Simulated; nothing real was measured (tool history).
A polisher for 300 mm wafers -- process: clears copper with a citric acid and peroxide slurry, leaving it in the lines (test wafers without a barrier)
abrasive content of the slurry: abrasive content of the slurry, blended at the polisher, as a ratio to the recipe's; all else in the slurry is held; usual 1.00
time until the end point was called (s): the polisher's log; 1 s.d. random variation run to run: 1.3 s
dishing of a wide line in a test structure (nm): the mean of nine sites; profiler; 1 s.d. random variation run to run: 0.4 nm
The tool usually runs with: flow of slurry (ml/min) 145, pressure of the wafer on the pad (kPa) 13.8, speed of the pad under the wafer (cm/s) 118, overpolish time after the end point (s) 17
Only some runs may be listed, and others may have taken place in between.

run   hour  flow of slurry (ml/min)  pressure of the wafer on the pad (kPa)  speed of the pad under the wafer (cm/s)  abrasive content of the slurry  overpolish time after the end point (s)  incoming thickness of the incoming film, nm  time until the end point was called (s)  dishing of a wide line in a test structure (nm)
  1    0.0                      165                                    13.8                                      118                            1.00                                       17                                        183.7                                     85.9                                             26.9
  2   21.7                      165                                    13.8                                      118                            1.00                                       17                                        183.7                                     82.8                                             26.9
  3   48.0                      165                                    13.8                                      118                            1.00                                       17                                        187.2                                     88.0                                             26.7
      68.9  -- worn pad replaced by a new one
  4   79.6                      145                                    13.8                                      118                            1.15                                       17                                        186.2                                     87.0                                             26.8
  5  109.1                      145                                    13.8                                      118                            1.15                                       17                                        184.6                                     87.6                                             26.0
  6  139.8                      145                                    13.8                                      118                            1.15                                       17                                        184.2                                     90.4                                             26.9
  7  171.6                      175                                    13.8                                      118                            1.00                                       17                                        183.1                                     86.9                                             26.6
  8  199.2                      175                                    13.8                                      118                            1.00                                       17                                        185.2                                     88.8                                             26.6
     204.0  -- slurry blender recalibrated
  9  219.2                      175                                    13.8                                      118                            1.00                                       17                                        183.9                                     87.4                                             25.6
     242.2  -- worn pad replaced by a new one
 10  315.4                      145                                    13.8                                      118                            1.00                                       17                                        185.2                                     95.0                                             25.4
 11  409.4                      145                                    13.8                                      118                            1.00                                       17                                        186.5                                     93.9                                             23.5
     440.4  -- worn pad replaced by a new one
     468.2  -- slurry blender recalibrated
 12  504.6                      145                                    13.8                                      118                            1.00                                       17                                        184.5                                     97.1                                             24.4
 13  517.6                      145                                    13.8                                      118                            0.90                                       17                                        187.1                                     99.6                                             24.0
 14  537.6                      145                                    13.8                                      118                            1.20                                       23                                        186.7                                     96.1                                             31.2
 15  586.4                      120                                    13.8                                      118                            0.90                                       11                                        184.8                                    104.7                                             14.7
 16  615.5                      145                                    13.8                                      118                            1.00                                       17                                        187.7                                    101.9                                             23.1
 17  633.9                      145                                    11.0                                      142                            1.15                                       10                                        187.0                                    101.6                                             13.9
     645.8  -- worn pad replaced by a new one
     651.2  -- head pressure recalibrated
 18  665.0                      145                                    13.8                                      118                            1.00                                       22                                        187.8                                     95.6                                             30.9
 19  691.2                      145                                    13.8                                       94                            1.00                                       17                                        186.6                                    113.9                                             21.3
     693.3  -- slurry nozzle cleaned
     745.7  -- slurry blender recalibrated
 20  765.7                      185                                    13.8                                      118                            1.00                                       17                                        182.2                                     85.1                                             26.8
 21  793.9                      175                                    13.8                                      118                            1.00                                       17                                        186.2                                     90.9                                             25.7
 22  822.0                      120                                    13.8                                      156                            1.00                                       17                                        185.5                                     76.4                                             29.5
     829.1  -- worn pad replaced by a new one
 23  847.9                      190                                    12.4                                      118                            1.00                                       17                                        185.8                                     94.7                                             24.1
 24  860.1                      145                                    13.8                                      106                            1.25                                       17                                        186.2                                     99.7                                             24.2
 25  888.3                      130                                    13.8                                      118                            1.00                                       17                                        186.5                                     94.0                                             24.4
 26  914.4                      145                                    12.4                                      118                            1.00                                       17                                        181.1                                     99.8                                             22.6
 27  928.9                      145                                    17.9                                      118                            1.00                                       17                                        182.9                                     75.3                                             30.6

Below are 3 alternative next runs, each starting from the tool's condition after run 27. Predict each:
  A  929.4                      145                                    13.8                                      118                            1.00                                       17                                        183.5                                        ?                                                ?
  B  929.4                      175                                    15.2                                      118                            1.25                                       17                                        183.5                                        ?                                                ?
  C  929.4                      145                                    11.0                                      156                            1.20                                       14                                        183.5                                        ?                                                ?

run  time until the end point was called (s)  dishing of a wide line in a test structure (nm)
  A                                     92.7                                             25.3
  B                                     80.6                                             28.9
  C                                     86.7                                             22.4
With no hidden state in the tool, these same runs would have given:
run  time until the end point was called (s)  dishing of a wide line in a test structure (nm)
  A                                     86.7                                             27.0
  B                                     75.6                                             30.6
  C                                     81.1                                             23.9

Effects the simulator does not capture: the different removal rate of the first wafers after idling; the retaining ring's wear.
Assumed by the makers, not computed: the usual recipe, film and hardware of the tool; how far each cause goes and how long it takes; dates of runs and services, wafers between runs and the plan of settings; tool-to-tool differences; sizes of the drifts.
